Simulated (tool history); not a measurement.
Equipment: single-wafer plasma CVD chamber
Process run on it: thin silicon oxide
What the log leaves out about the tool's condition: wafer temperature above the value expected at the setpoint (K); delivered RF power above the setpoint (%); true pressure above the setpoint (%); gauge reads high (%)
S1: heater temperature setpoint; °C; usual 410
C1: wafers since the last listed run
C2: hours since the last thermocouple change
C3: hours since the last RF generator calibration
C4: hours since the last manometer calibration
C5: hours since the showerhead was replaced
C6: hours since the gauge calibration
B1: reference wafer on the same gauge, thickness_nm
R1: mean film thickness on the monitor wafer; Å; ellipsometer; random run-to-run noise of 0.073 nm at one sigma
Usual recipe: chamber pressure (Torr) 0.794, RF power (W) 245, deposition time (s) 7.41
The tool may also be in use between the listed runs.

run 1 hour=0 | S1=410 chamber_pressure_(Torr)=0.649 RF_power_(W)=265 deposition_time_(s)=7.41 | C1=0 C2=2031.1 C3=645.1 C4=1330.8 C5=3061.8 C6=355.4 | B1=12.426 | R1=115.74
run 2 hour=54 | S1=410 chamber_pressure_(Torr)=0.649 RF_power_(W)=265 deposition_time_(s)=7.41 | C1=2949 C2=2085.1 C3=699.1 C4=1384.8 C5=3115.8 C6=409.4 | B1=12.427 | R1=116.15
run 3 hour=117.5 | S1=399 chamber_pressure_(Torr)=0.744 RF_power_(W)=245 deposition_time_(s)=7.41 | C1=3468 C2=2148.6 C3=762.6 C4=1448.3 C5=3179.3 C6=472.9 | B1=12.43 | R1=130.82
run 4 hour=166.4 | S1=410 chamber_pressure_(Torr)=0.794 RF_power_(W)=245 deposition_time_(s)=8.3 | C1=2671 C2=2197.5 C3=811.5 C4=1497.2 C5=3228.2 C6=521.8 | B1=12.427 | R1=154.93
run 5 hour=200 | S1=418 chamber_pressure_(Torr)=0.794 RF_power_(W)=245 deposition_time_(s)=7.41 | C1=1835 C2=2231.1 C3=845.1 C4=1530.8 C5=3261.8 C6=555.4 | B1=12.44 | R1=136.38
run 6 hour=253.6 | S1=410 chamber_pressure_(Torr)=0.794 RF_power_(W)=270 deposition_time_(s)=7.41 | C1=2928 C2=2284.7 C3=898.7 C4=1584.4 C5=3315.4 C6=609 | B1=12.423 | R1=145.84
run 7 hour=319 | S1=410 chamber_pressure_(Torr)=0.794 RF_power_(W)=270 deposition_time_(s)=7.41 | C1=3572 C2=2350.1 C3=964.1 C4=1649.8 C5=3380.8 C6=674.4 | B1=12.457 | R1=145.7
run 8 hour=358.1 | S1=410 chamber_pressure_(Torr)=0.794 RF_power_(W)=270 deposition_time_(s)=7.41 | C1=2136 C2=2389.2 C3=1003.2 C4=1688.9 C5=3419.9 C6=713.5 | B1=12.477 | R1=144.3
run 9 hour=420 | S1=410 chamber_pressure_(Torr)=0.794 RF_power_(W)=245 deposition_time_(s)=7.41 | C1=3381 C2=2451.1 C3=1065.1 C4=1750.8 C5=3481.8 C6=775.4 | B1=12.451 | R1=139.38
run 10 hour=464.7 | S1=410 chamber_pressure_(Torr)=0.794 RF_power_(W)=245 deposition_time_(s)=7.41 | C1=2441 C2=2495.8 C3=1109.8 C4=1795.5 C5=3526.5 C6=820.1 | B1=12.47 | R1=139.32
-- hour=497.2 gauge calibrated
run 11 hour=502.5 | S1=410 chamber_pressure_(Torr)=0.794 RF_power_(W)=245 deposition_time_(s)=7.41 | C1=2064 C2=2533.6 C3=1147.6 C4=1833.3 C5=3564.3 C6=5.3 | B1=12.098 | R1=134.87
run 12 hour=541.6 | S1=402 chamber_pressure_(Torr)=0.794 RF_power_(W)=245 deposition_time_(s)=6.53 | C1=2136 C2=2572.7 C3=1186.7 C4=1872.4 C5=3603.4 C6=44.4 | B1=12.184 | R1=120.06
-- hour=585.8 capacitance manometer re-zeroed and calibrated
run 13 hour=591.4 | S1=402 chamber_pressure_(Torr)=0.794 RF_power_(W)=245 deposition_time_(s)=6.53 | C1=2283 C2=2622.5 C3=1236.5 C4=5.6 C5=3653.2 C6=94.2 | B1=12.246 | R1=121.6
-- hour=653.2 showerhead replaced
run 14 hour=685.1 | S1=402 chamber_pressure_(Torr)=0.794 RF_power_(W)=245 deposition_time_(s)=6.53 | C1=4681 C2=2716.2 C3=1330.2 C4=99.3 C5=31.9 C6=187.9 | B1=12.292 | R1=122.27
run 15 hour=710.7 | S1=400 chamber_pressure_(Torr)=0.697 RF_power_(W)=275 deposition_time_(s)=8.65 | C1=1398 C2=2741.8 C3=1355.8 C4=124.9 C5=57.5 C6=213.5 | B1=12.347 | R1=149.47
run 16 hour=768.1 | S1=410 chamber_pressure_(Torr)=0.794 RF_power_(W)=245 deposition_time_(s)=7.41 | C1=3135 C2=2799.2 C3=1413.2 C4=182.3 C5=114.9 C6=270.9 | B1=12.356 | R1=137.3
-- hour=808 RF generator calibrated
run 17 hour=831.6 | S1=410 chamber_pressure_(Torr)=0.794 RF_power_(W)=245 deposition_time_(s)=7.41 | C1=3031 C2=2862.7 C3=23.6 C4=245.8 C5=178.4 C6=334.4 | B1=12.391 | R1=138.39

What will run 18 give?
-- hour=847 thermocouple changed; heater temperature recalibrated
run 18 hour=869.9 | S1=403 chamber_pressure_(Torr)=0.656 RF_power_(W)=245 deposition_time_(s)=7.41 | C1=1655 C2=22.9 C3=61.9 C4=284.1 C5=216.7 C6=372.7 | B1=? | R1=?

Run 18 yielded B1 12.402, R1 113.46 Å.
Without the tool's hidden state the same run would have given R1 110.67 Å.
